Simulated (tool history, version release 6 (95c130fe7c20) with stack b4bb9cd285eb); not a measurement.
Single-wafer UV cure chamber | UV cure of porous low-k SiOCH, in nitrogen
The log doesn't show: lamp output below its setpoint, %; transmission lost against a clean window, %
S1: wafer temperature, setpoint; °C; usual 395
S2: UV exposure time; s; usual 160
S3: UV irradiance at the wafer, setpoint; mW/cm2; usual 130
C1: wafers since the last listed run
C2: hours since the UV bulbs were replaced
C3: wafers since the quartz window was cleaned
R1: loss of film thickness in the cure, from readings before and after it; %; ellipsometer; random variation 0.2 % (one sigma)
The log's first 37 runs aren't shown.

| run | hour | S1 | S2 | S3 | C1 | C2 | C3 | R1 |
|---|---|---|---|---|---|---|---|---|
| 38 | 2066.4 | 380 | 70 | 93 | 417 | 362.3 | 936 | 6.425 |
| 39 | 2099.9 | 395 | 160 | 130 | 298 | 395.8 | 1235 | 11.885 |
| 40 | 2300 | 395 | 160 | 130 | 1781 | 595.9 | 3016 | 11.462 |
| 41 | 2356.3 | 409 | 160 | 130 | 501 | 652.2 | 3518 | 11.795 |
| 42 | 2402.4 | 376 | 65 | 119 | 410 | 698.3 | 3928 | 6.822 |
| 43 | 2440.9 | 395 | 190 | 130 | 342 | 736.8 | 4271 | 12.276 |
| 44 | 2477.4 | 405 | 205 | 167 | 325 | 773.3 | 4596 | 13.429 |
|  | 2505.3 | quartz window cleaned |
| 45 | 2507.1 | 395 | 160 | 102 | 193 | 803 | 15 | 10.18 |
| 46 | 2554.3 | 395 | 160 | 130 | 420 | 850.2 | 436 | 11.529 |

3 ways to go on from here, each from the tool as it stands after run 46. What would each give?
| A | 2554.8 | 395 | 160 | 130 | 4 | 850.7 | 440 | ? |
| B | 2554.8 | 382 | 160 | 110 | 4 | 850.7 | 440 | ? |
| C | 2554.8 | 381 | 160 | 130 | 4 | 850.7 | 440 | ? |

| run | R1 |
|---|---|
| A | 11.527 |
| B | 10.518 |
| C | 11.267 |
Without the tool's hidden state the same runs would have given:
| run | R1 |
|---|---|
| A | 12.599 |
| B | 11.562 |
| C | 12.332 |

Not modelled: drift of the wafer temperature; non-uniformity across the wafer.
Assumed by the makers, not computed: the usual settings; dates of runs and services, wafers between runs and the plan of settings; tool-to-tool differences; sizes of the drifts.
